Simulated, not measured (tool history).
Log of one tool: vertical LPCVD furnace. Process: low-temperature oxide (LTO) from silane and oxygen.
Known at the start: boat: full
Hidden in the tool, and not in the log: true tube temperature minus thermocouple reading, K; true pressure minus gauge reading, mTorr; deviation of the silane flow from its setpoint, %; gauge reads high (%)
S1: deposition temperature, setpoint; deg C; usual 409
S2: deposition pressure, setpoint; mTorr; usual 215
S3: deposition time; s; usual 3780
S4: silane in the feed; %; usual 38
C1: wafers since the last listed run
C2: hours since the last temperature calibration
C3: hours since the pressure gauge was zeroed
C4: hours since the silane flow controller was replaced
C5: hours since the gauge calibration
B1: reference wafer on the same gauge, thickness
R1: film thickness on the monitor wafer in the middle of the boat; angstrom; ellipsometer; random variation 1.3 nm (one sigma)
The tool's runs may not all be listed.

{"run": 1, "hour": 0.0, "S1": 409, "S2": 215, "S3": 3780, "S4": 43, "C1": 0, "C2": 1802.1, "C3": 2140.2, "C4": 5425.0, "C5": 1105.0, "B1": 571.66, "R1": 6808.9}
{"run": 2, "hour": 68.0, "S1": 409, "S2": 215, "S3": 3780, "S4": 43, "C1": 822, "C2": 1870.1, "C3": 2208.2, "C4": 5493.0, "C5": 1173.0, "B1": 571.76, "R1": 6792.8}
{"run": 3, "hour": 153.9, "S1": 409, "S2": 215, "S3": 3780, "S4": 43, "C1": 1039, "C2": 1956.0, "C3": 2294.1, "C4": 5578.9, "C5": 1258.9, "B1": 572.01, "R1": 6802.1}
{"run": 4, "hour": 224.3, "S1": 409, "S2": 215, "S3": 3780, "S4": 38, "C1": 851, "C2": 2026.4, "C3": 2364.5, "C4": 5649.3, "C5": 1329.3, "B1": 571.93, "R1": 5876.1}
{"run": 5, "hour": 302.9, "S1": 409, "S2": 215, "S3": 3780, "S4": 38, "C1": 950, "C2": 2105.0, "C3": 2443.1, "C4": 5727.9, "C5": 1407.9, "B1": 571.48, "R1": 5910.8}
{"run": 6, "hour": 358.1, "S1": 409, "S2": 215, "S3": 3780, "S4": 38, "C1": 667, "C2": 2160.2, "C3": 2498.3, "C4": 5783.1, "C5": 1463.1, "B1": 572.08, "R1": 5924.3}
{"run": 7, "hour": 445.0, "S1": 402, "S2": 215, "S3": 3780, "S4": 38, "C1": 1051, "C2": 2247.1, "C3": 2585.2, "C4": 5870.0, "C5": 1550.0, "B1": 572.36, "R1": 5483.9}
{"run": 8, "hour": 505.6, "S1": 415, "S2": 215, "S3": 2700, "S4": 38, "C1": 733, "C2": 2307.7, "C3": 2645.8, "C4": 5930.6, "C5": 1610.6, "B1": 572.26, "R1": 4494.4}
{"run": 9, "hour": 610.7, "S1": 419, "S2": 265, "S3": 2430, "S4": 36, "C1": 1271, "C2": 2412.8, "C3": 2750.9, "C4": 6035.7, "C5": 1715.7, "B1": 572.0, "R1": 4882.1}
{"run": 10, "hour": 649.9, "S1": 409, "S2": 240, "S3": 4590, "S4": 38, "C1": 474, "C2": 2452.0, "C3": 2790.1, "C4": 6074.9, "C5": 1754.9, "B1": 571.71, "R1": 8001.3}
{"run": 11, "hour": 724.4, "S1": 403, "S2": 215, "S3": 2490, "S4": 41, "C1": 901, "C2": 2526.5, "C3": 2864.6, "C4": 6149.4, "C5": 1829.4, "B1": 572.1, "R1": 3987.2}
{"run": 12, "hour": 825.7, "S1": 417, "S2": 195, "S3": 4230, "S4": 38, "C1": 1225, "C2": 2627.8, "C3": 2965.9, "C4": 6250.7, "C5": 1930.7, "B1": 572.09, "R1": 6516.1}
{"run": 13, "hour": 869.2, "S1": 409, "S2": 215, "S3": 3780, "S4": 38, "C1": 526, "C2": 2671.3, "C3": 3009.4, "C4": 6294.2, "C5": 1974.2, "B1": 572.34, "R1": 5912.5}
{"run": 14, "hour": 965.5, "S1": 409, "S2": 175, "S3": 4440, "S4": 38, "C1": 1164, "C2": 2767.6, "C3": 3105.7, "C4": 6390.5, "C5": 2070.5, "B1": 572.2, "R1": 5658.2}
{"run": 15, "hour": 1058.5, "S1": 416, "S2": 245, "S3": 5040, "S4": 38, "C1": 1125, "C2": 2860.6, "C3": 3198.7, "C4": 6483.5, "C5": 2163.5, "B1": 572.21, "R1": 9672.3}
{"hour": 1101.0, "done": "pressure gauge zeroed"}
{"run": 16, "hour": 1134.4, "S1": 409, "S2": 185, "S3": 3780, "S4": 44, "C1": 627, "C2": 2936.5, "C3": 33.4, "C4": 6559.4, "C5": 2239.4, "B1": 571.93, "R1": 5994.6}
{"run": 17, "hour": 1234.8, "S1": 409, "S2": 215, "S3": 4680, "S4": 45, "C1": 1214, "C2": 3036.9, "C3": 133.8, "C4": 6659.8, "C5": 2339.8, "B1": 572.09, "R1": 8797.2}
{"run": 18, "hour": 1272.6, "S1": 409, "S2": 215, "S3": 3780, "S4": 38, "C1": 457, "C2": 3074.7, "C3": 171.6, "C4": 6697.6, "C5": 2377.6, "B1": 572.26, "R1": 5901.3}
{"hour": 1366.6, "done": "thermocouples replaced and temperature profile calibrated"}
{"run": 19, "hour": 1369.8, "S1": 409, "S2": 215, "S3": 3780, "S4": 31, "C1": 885, "C2": 3.2, "C3": 268.8, "C4": 6794.8, "C5": 2474.8, "B1": 572.31, "R1": 4502.9}
{"run": 20, "hour": 1446.3, "S1": 409, "S2": 265, "S3": 3780, "S4": 43, "C1": 925, "C2": 79.7, "C3": 345.3, "C4": 6871.3, "C5": 2551.3, "B1": 571.71, "R1": 8388.3}
{"run": 21, "hour": 1526.9, "S1": 409, "S2": 215, "S3": 5280, "S4": 38, "C1": 975, "C2": 160.3, "C3": 425.9, "C4": 6951.9, "C5": 2631.9, "B1": 571.78, "R1": 8258.1}
{"hour": 1656.7, "done": "silane flow controller replaced"}
{"run": 22, "hour": 1760.4, "S1": 417, "S2": 215, "S3": 3210, "S4": 38, "C1": 2534, "C2": 393.8, "C3": 659.4, "C4": 103.7, "C5": 2865.4, "B1": 572.0, "R1": 5452.0}
{"hour": 1820.1, "done": "gauge calibrated"}
{"run": 23, "hour": 1825.1, "S1": 415, "S2": 215, "S3": 2700, "S4": 41, "C1": 782, "C2": 458.5, "C3": 724.1, "C4": 168.4, "C5": 5.0, "B1": 572.17, "R1": 4899.0}
{"run": 24, "hour": 1970.3, "S1": 409, "S2": 215, "S3": 3780, "S4": 38, "C1": 1756, "C2": 603.7, "C3": 869.3, "C4": 313.6, "C5": 150.2, "B1": 572.06, "R1": 5901.1}
{"run": 25, "hour": 2117.2, "S1": 409, "S2": 215, "S3": 3780, "S4": 38, "C1": 1777, "C2": 750.6, "C3": 1016.2, "C4": 460.5, "C5": 297.1, "B1": 572.01, "R1": 5889.1}
{"run": 26, "hour": 2187.8, "S1": 409, "S2": 215, "S3": 4890, "S4": 38, "C1": 854, "C2": 821.2, "C3": 1086.8, "C4": 531.1, "C5": 367.7, "B1": 571.43, "R1": 7644.6}
{"run": 27, "hour": 2293.4, "S1": 409, "S2": 215, "S3": 3780, "S4": 40, "C1": 1277, "C2": 926.8, "C3": 1192.4, "C4": 636.7, "C5": 473.3, "B1": 572.26, "R1": 6285.4}
{"run": 28, "hour": 2387.5, "S1": 409, "S2": 215, "S3": 3090, "S4": 38, "C1": 1138, "C2": 1020.9, "C3": 1286.5, "C4": 730.8, "C5": 567.4, "B1": 572.2, "R1": 4831.5}
{"run": 29, "hour": 2469.3, "S1": 418, "S2": 170, "S3": 3780, "S4": 38, "C1": 989, "C2": 1102.7, "C3": 1368.3, "C4": 812.6, "C5": 649.2, "B1": 571.78, "R1": 5157.3}
{"run": 30, "hour": 2668.2, "S1": 402, "S2": 215, "S3": 3780, "S4": 36, "C1": 2406, "C2": 1301.6, "C3": 1567.2, "C4": 1011.5, "C5": 848.1, "B1": 572.05, "R1": 5112.1}

Forecast each of these 5 alternatives for the next run:
{"run": "A", "hour": 2673.7, "S1": 409, "S2": 215, "S3": 3780, "S4": 38, "C1": 66, "C2": 1307.1, "C3": 1572.7, "C4": 1017.0, "C5": 853.6, "B1": "?", "R1": "?"}
{"run": "B", "hour": 2673.7, "S1": 409, "S2": 215, "S3": 3270, "S4": 41, "C1": 66, "C2": 1307.1, "C3": 1572.7, "C4": 1017.0, "C5": 853.6, "B1": "?", "R1": "?"}
{"run": "C", "hour": 2673.7, "S1": 409, "S2": 215, "S3": 4260, "S4": 34, "C1": 66, "C2": 1307.1, "C3": 1572.7, "C4": 1017.0, "C5": 853.6, "B1": "?", "R1": "?"}
{"run": "D", "hour": 2673.7, "S1": 417, "S2": 175, "S3": 3780, "S4": 38, "C1": 66, "C2": 1307.1, "C3": 1572.7, "C4": 1017.0, "C5": 853.6, "B1": "?", "R1": "?"}
{"run": "E", "hour": 2673.7, "S1": 418, "S2": 250, "S3": 2520, "S4": 44, "C1": 66, "C2": 1307.1, "C3": 1572.7, "C4": 1017.0, "C5": 853.6, "B1": "?", "R1": "?"}

run=A B1=572.24 R1=5896.5
run=B B1=572.24 R1=5577.8
run=C B1=572.24 R1=5763.1
run=D B1=572.24 R1=5226.3
run=E B1=572.24 R1=5908.5
Without the tool's hidden state the same runs would have given:
run=A R1=5896.5
run=B R1=5577.8
run=C R1=5763.1
run=D R1=5226.3
run=E R1=5908.5
